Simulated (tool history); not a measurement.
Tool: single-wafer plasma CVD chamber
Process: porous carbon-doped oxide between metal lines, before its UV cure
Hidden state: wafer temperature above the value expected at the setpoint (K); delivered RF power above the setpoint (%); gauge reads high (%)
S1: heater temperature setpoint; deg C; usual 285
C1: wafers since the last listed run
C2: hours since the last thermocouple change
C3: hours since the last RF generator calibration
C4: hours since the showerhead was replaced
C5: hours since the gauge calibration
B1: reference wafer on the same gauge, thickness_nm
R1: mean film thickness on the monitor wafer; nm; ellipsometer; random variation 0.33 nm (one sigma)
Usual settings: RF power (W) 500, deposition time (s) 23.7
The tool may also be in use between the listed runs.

Run 1, hour 0.0: usual settings but RF power (W) 565, deposition time (s) 22.1; C1 0; C2 984.5; C3 1665.5; C4 3065.6; C5 2828.9; B1 110.063. Result: R1 122.774 nm.
Run 2, hour 51.3: usual settings but RF power (W) 565, deposition time (s) 22.1; C1 1663; C2 1035.8; C3 1716.8; C4 3116.9; C5 2880.2; B1 110.008. Result: R1 123.323 nm.
Run 3, hour 150.1: usual settings but RF power (W) 565, deposition time (s) 22.1; C1 3203; C2 1134.6; C3 1815.6; C4 3215.7; C5 2979.0; B1 110.055. Result: R1 123.205 nm.
Run 4, hour 236.4: usual settings; C1 2797; C2 1220.9; C3 1901.9; C4 3302.0; C5 3065.3; B1 110.032. Result: R1 117.756 nm.
Run 5, hour 310.0: usual settings but deposition time (s) 25.2; C1 2386; C2 1294.5; C3 1975.5; C4 3375.6; C5 3138.9; B1 109.906. Result: R1 124.959 nm.
Run 6, hour 348.3: usual settings but deposition time (s) 25.2; C1 1241; C2 1332.8; C3 2013.8; C4 3413.9; C5 3177.2; B1 110.058. Result: R1 125.677 nm.
Run 7, hour 405.7: usual settings; C1 1860; C2 1390.2; C3 2071.2; C4 3471.3; C5 3234.6; B1 110.026. Result: R1 117.650 nm.
At hour 443.2: RF generator calibrated.
Run 8, hour 467.4: usual settings; C1 1740; C2 1451.9; C3 24.2; C4 3533.0; C5 3296.3; B1 109.991. Result: R1 119.599 nm.
At hour 512.4: gauge calibrated.
Run 9, hour 529.4: usual settings; C1 2010; C2 1513.9; C3 86.2; C4 3595.0; C5 17.0; B1 110.128. Result: R1 118.721 nm.
Run 10, hour 583.3: usual settings; C1 1747; C2 1567.8; C3 140.1; C4 3648.9; C5 70.9; B1 109.978. Result: R1 118.804 nm.
Run 11, hour 623.2: usual settings but S1 272 deg C, deposition time (s) 20.0; C1 1293; C2 1607.7; C3 180.0; C4 3688.8; C5 110.8; B1 110.089. Result: R1 109.090 nm.
Run 12, hour 727.6: usual settings but RF power (W) 440, deposition time (s) 27.9; C1 3384; C2 1712.1; C3 284.4; C4 3793.2; C5 215.2; B1 109.906. Result: R1 121.156 nm.
Run 13, hour 809.2: usual settings but S1 299 deg C, RF power (W) 535, deposition time (s) 19.6; C1 2645; C2 1793.7; C3 366.0; C4 3874.8; C5 296.8; B1 109.962. Result: R1 98.061 nm.
Run 14, hour 914.4: usual settings but RF power (W) 565, deposition time (s) 22.1; C1 3410; C2 1898.9; C3 471.2; C4 3980.0; C5 402.0; B1 110.027. Result: R1 124.116 nm.
At hour 994.6: thermocouple changed; heater temperature recalibrated.
Run 15, hour 1068.1: usual settings; C1 4723; C2 73.5; C3 624.9; C4 4133.7; C5 555.7; B1 110.028. Result: R1 118.545 nm.
Run 16, hour 1141.5: usual settings but S1 279 deg C, deposition time (s) 25.8; C1 2379; C2 146.9; C3 698.3; C4 4207.1; C5 629.1; B1 110.034. Result: R1 132.992 nm.
Run 17, hour 1223.1: usual settings but S1 290 deg C; C1 2645; C2 228.5; C3 779.9; C4 4288.7; C5 710.7; B1 110.008. Result: R1 114.984 nm.
Run 18, hour 1299.5: usual settings but RF power (W) 440; C1 2476; C2 304.9; C3 856.3; C4 4365.1; C5 787.1; B1 109.962. Result: R1 102.530 nm.
Run 19, hour 1341.3: usual settings but S1 298 deg C, RF power (W) 465, deposition time (s) 25.6; C1 1355; C2 346.7; C3 898.1; C4 4406.9; C5 828.9; B1 110.093. Result: R1 110.186 nm.
Run 20, hour 1560.1: usual settings but deposition time (s) 21.6; C1 7093; C2 565.5; C3 1116.9; C4 4625.7; C5 1047.7; B1 110.085. Result: R1 108.065 nm.
Run 21, hour 1604.6: usual settings; C1 1442; C2 610.0; C3 1161.4; C4 4670.2; C5 1092.2; B1 110.004. Result: R1 117.820 nm.
Run 22, hour 1692.4: usual settings but deposition time (s) 27.4; C1 2846; C2 697.8; C3 1249.2; C4 4758.0; C5 1180.0; B1 110.073. Result: R1 135.497 nm.
Run 23, hour 1789.3: usual settings but S1 276 deg C; C1 3141; C2 794.7; C3 1346.1; C4 4854.9; C5 1276.9; B1 109.905. Result: R1 123.920 nm.
At hour 1806.6: showerhead replaced.
Run 24, hour 1837.8: usual settings; C1 1312; C2 843.2; C3 1394.6; C4 31.2; C5 1325.4; B1 110.050. Result: R1 117.597 nm.
Run 25, hour 2018.9: usual settings but RF power (W) 405, deposition time (s) 28.4; C1 5871; C2 1024.3; C3 1575.7; C4 212.3; C5 1506.5; B1 110.132. Result: R1 109.365 nm.
Run 26, hour 2094.9: usual settings but S1 273 deg C, deposition time (s) 21.7; C1 2463; C2 1100.3; C3 1651.7; C4 288.3; C5 1582.5; B1 109.984. Result: R1 115.962 nm.
Run 27, hour 2131.9: usual settings; C1 1199; C2 1137.3; C3 1688.7; C4 325.3; C5 1619.5; B1 109.996. Result: R1 117.540 nm.
Run 28, hour 2394.5: usual settings; C1 8513; C2 1399.9; C3 1951.3; C4 587.9; C5 1882.1; B1 110.019. Result: R1 117.517 nm.
Run 29, hour 2497.9: usual settings but S1 296 deg C, RF power (W) 590, deposition time (s) 26.1; C1 3352; C2 1503.3; C3 2054.7; C4 691.3; C5 1985.5; B1 110.024. Result: R1 141.833 nm.
Run 30, hour 2578.3: usual settings but S1 290 deg C, deposition time (s) 25.6; C1 2606; C2 1583.7; C3 2135.1; C4 771.7; C5 2065.9; B1 109.966. Result: R1 122.887 nm.
Run 31, hour 2671.3: usual settings but S1 271 deg C, RF power (W) 580, deposition time (s) 21.6; C1 3015; C2 1676.7; C3 2228.1; C4 864.7; C5 2158.9; B1 109.958. Result: R1 133.253 nm.
Run 32, hour 2758.6: usual settings; C1 2830; C2 1764.0; C3 2315.4; C4 952.0; C5 2246.2; B1 110.006. Result: R1 117.659 nm.
Run 33, hour 2830.4: usual settings but S1 292 deg C, deposition time (s) 19.2; C1 2327; C2 1835.8; C3 2387.2; C4 1023.8; C5 2318.0; B1 110.056. Result: R1 92.129 nm.

Some steps in R1 between neighbouring runs. How much of each would the tool show without its hidden state too (settings, what came in, random variation), and how much is left for the hidden state, with any gauge scatter that isn't in both results?
Run 7 -> 8: RF generator calibrated. R1 +1.949 nm: hidden state +2.101, all else -0.152.
Run 11 -> 12: S1 272 -> 285, RF power (W) 500 -> 440, deposition time (s) 20.0 -> 27.9. R1 +12.066 nm: hidden state -0.486, all else +12.552.
Run 13 -> 14: S1 299 -> 285, RF power (W) 535 -> 565, deposition time (s) 19.6 -> 22.1. R1 +26.055 nm: hidden state -0.431, all else +26.486.
Run 28 -> 29: S1 285 -> 296, RF power (W) 500 -> 590, deposition time (s) 23.7 -> 26.1. R1 +24.316 nm: hidden state -0.451, all else +24.767.
Run 32 -> 33: S1 285 -> 292, deposition time (s) 23.7 -> 19.2. R1 -25.530 nm: hidden state +0.565, all else -26.095.
